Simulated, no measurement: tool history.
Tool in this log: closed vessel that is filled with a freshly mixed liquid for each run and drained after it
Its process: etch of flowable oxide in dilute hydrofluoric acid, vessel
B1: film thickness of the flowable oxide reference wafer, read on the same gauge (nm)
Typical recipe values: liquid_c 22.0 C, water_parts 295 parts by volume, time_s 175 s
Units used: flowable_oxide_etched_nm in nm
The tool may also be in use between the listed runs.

run 1 hour=0.0 | liquid_c=19.5 water_parts=195 time_s=175 | B1=30.01 | flowable_oxide_etched_nm=24.13
run 2 hour=21.3 | liquid_c=19.5 water_parts=195 time_s=175 | B1=30.00 | flowable_oxide_etched_nm=24.20
run 3 hour=42.1 | liquid_c=22.0 water_parts=295 time_s=175 | B1=29.99 | flowable_oxide_etched_nm=16.02
run 4 hour=65.5 | liquid_c=22.0 water_parts=295 time_s=225 | B1=30.00 | flowable_oxide_etched_nm=20.81
run 5 hour=120.1 | liquid_c=22.0 water_parts=295 time_s=225 | B1=29.98 | flowable_oxide_etched_nm=20.67
run 6 hour=148.9 | liquid_c=22.0 water_parts=295 time_s=175 | B1=30.00 | flowable_oxide_etched_nm=16.02
run 7 hour=169.7 | liquid_c=22.0 water_parts=295 time_s=175 | B1=30.01 | flowable_oxide_etched_nm=16.01
run 8 hour=204.4 | liquid_c=22.0 water_parts=295 time_s=175 | B1=30.00 | flowable_oxide_etched_nm=16.18
run 9 hour=223.3 | liquid_c=22.0 water_parts=295 time_s=175 | B1=29.97 | flowable_oxide_etched_nm=16.28
run 10 hour=255.5 | liquid_c=22.0 water_parts=295 time_s=175 | B1=30.01 | flowable_oxide_etched_nm=16.33
run 11 hour=311.6 | liquid_c=22.0 water_parts=295 time_s=175 | B1=30.00 | flowable_oxide_etched_nm=16.28
run 12 hour=335.7 | liquid_c=22.0 water_parts=295 time_s=175 | B1=30.00 | flowable_oxide_etched_nm=16.29
-- hour=356.4 gauge calibrated
run 13 hour=359.7 | liquid_c=22.0 water_parts=295 time_s=175 | B1=29.97 | flowable_oxide_etched_nm=16.43
run 14 hour=387.4 | liquid_c=22.0 water_parts=295 time_s=175 | B1=30.01 | flowable_oxide_etched_nm=16.38
run 15 hour=418.0 | liquid_c=22.0 water_parts=295 time_s=175 | B1=30.00 | flowable_oxide_etched_nm=16.33
run 16 hour=433.9 | liquid_c=22.0 water_parts=295 time_s=175 | B1=29.97 | flowable_oxide_etched_nm=16.65
run 17 hour=452.4 | liquid_c=22.0 water_parts=295 time_s=110 | B1=29.99 | flowable_oxide_etched_nm=10.33
-- hour=516.1 thermometer replaced
run 18 hour=520.9 | liquid_c=22.0 water_parts=295 time_s=175 | B1=30.00 | flowable_oxide_etched_nm=16.57
run 19 hour=533.4 | liquid_c=18.5 water_parts=200 time_s=260 | B1=29.99 | flowable_oxide_etched_nm=34.63
run 20 hour=561.4 | liquid_c=22.0 water_parts=295 time_s=175 | B1=29.98 | flowable_oxide_etched_nm=16.63
run 21 hour=592.0 | liquid_c=17.5 water_parts=255 time_s=110 | B1=30.01 | flowable_oxide_etched_nm=10.61
run 22 hour=622.6 | liquid_c=18.5 water_parts=230 time_s=280 | B1=30.01 | flowable_oxide_etched_nm=32.18
run 23 hour=649.8 | liquid_c=22.0 water_parts=155 time_s=150 | B1=29.99 | flowable_oxide_etched_nm=31.04
-- hour=663.6 hydrofluoric acid flow meter replaced
run 24 hour=756.1 | liquid_c=22.0 water_parts=295 time_s=175 | B1=30.02 | flowable_oxide_etched_nm=15.69
run 25 hour=776.0 | liquid_c=22.0 water_parts=295 time_s=275 | B1=30.00 | flowable_oxide_etched_nm=24.97
run 26 hour=810.6 | liquid_c=22.0 water_parts=250 time_s=85 | B1=30.02 | flowable_oxide_etched_nm=9.54
run 27 hour=841.4 | liquid_c=25.0 water_parts=295 time_s=175 | B1=30.01 | flowable_oxide_etched_nm=17.68
run 28 hour=860.3 | liquid_c=27.0 water_parts=410 time_s=245 | B1=30.01 | flowable_oxide_etched_nm=17.05
run 29 hour=885.5 | liquid_c=26.0 water_parts=295 time_s=175 | B1=30.02 | flowable_oxide_etched_nm=18.33
run 30 hour=899.9 | liquid_c=19.5 water_parts=215 time_s=135 | B1=29.99 | flowable_oxide_etched_nm=16.75
run 31 hour=1007.5 | liquid_c=17.5 water_parts=220 time_s=230 | B1=30.00 | flowable_oxide_etched_nm=25.80
run 32 hour=1024.6 | liquid_c=22.0 water_parts=295 time_s=175 | B1=30.02 | flowable_oxide_etched_nm=16.16

Same runs, no hidden state in the tool, same run-to-run variation:
The tool's hidden condition here consists of: liquid colder than its thermometer reads (K); hydrofluoric acid flow above the setpoint (%); gauge reads high (%).
run=1 flowable_oxide_etched_nm=23.68
run=2 flowable_oxide_etched_nm=23.72
run=3 flowable_oxide_etched_nm=15.65
run=4 flowable_oxide_etched_nm=20.30
run=5 flowable_oxide_etched_nm=20.08
run=6 flowable_oxide_etched_nm=15.52
run=7 flowable_oxide_etched_nm=15.50
run=8 flowable_oxide_etched_nm=15.62
run=9 flowable_oxide_etched_nm=15.69
run=10 flowable_oxide_etched_nm=15.70
run=11 flowable_oxide_etched_nm=15.59
run=12 flowable_oxide_etched_nm=15.57
run=13 flowable_oxide_etched_nm=15.67
run=14 flowable_oxide_etched_nm=15.60
run=15 flowable_oxide_etched_nm=15.52
run=16 flowable_oxide_etched_nm=15.80
run=17 flowable_oxide_etched_nm=9.79
run=18 flowable_oxide_etched_nm=15.62
run=19 flowable_oxide_etched_nm=32.76
run=20 flowable_oxide_etched_nm=15.64
run=21 flowable_oxide_etched_nm=9.98
run=22 flowable_oxide_etched_nm=30.23
run=23 flowable_oxide_etched_nm=29.17
run=24 flowable_oxide_etched_nm=15.53
run=25 flowable_oxide_etched_nm=24.68
run=26 flowable_oxide_etched_nm=9.41
run=27 flowable_oxide_etched_nm=17.39
run=28 flowable_oxide_etched_nm=16.72
run=29 flowable_oxide_etched_nm=17.96
run=30 flowable_oxide_etched_nm=16.42
run=31 flowable_oxide_etched_nm=25.11
run=32 flowable_oxide_etched_nm=15.68

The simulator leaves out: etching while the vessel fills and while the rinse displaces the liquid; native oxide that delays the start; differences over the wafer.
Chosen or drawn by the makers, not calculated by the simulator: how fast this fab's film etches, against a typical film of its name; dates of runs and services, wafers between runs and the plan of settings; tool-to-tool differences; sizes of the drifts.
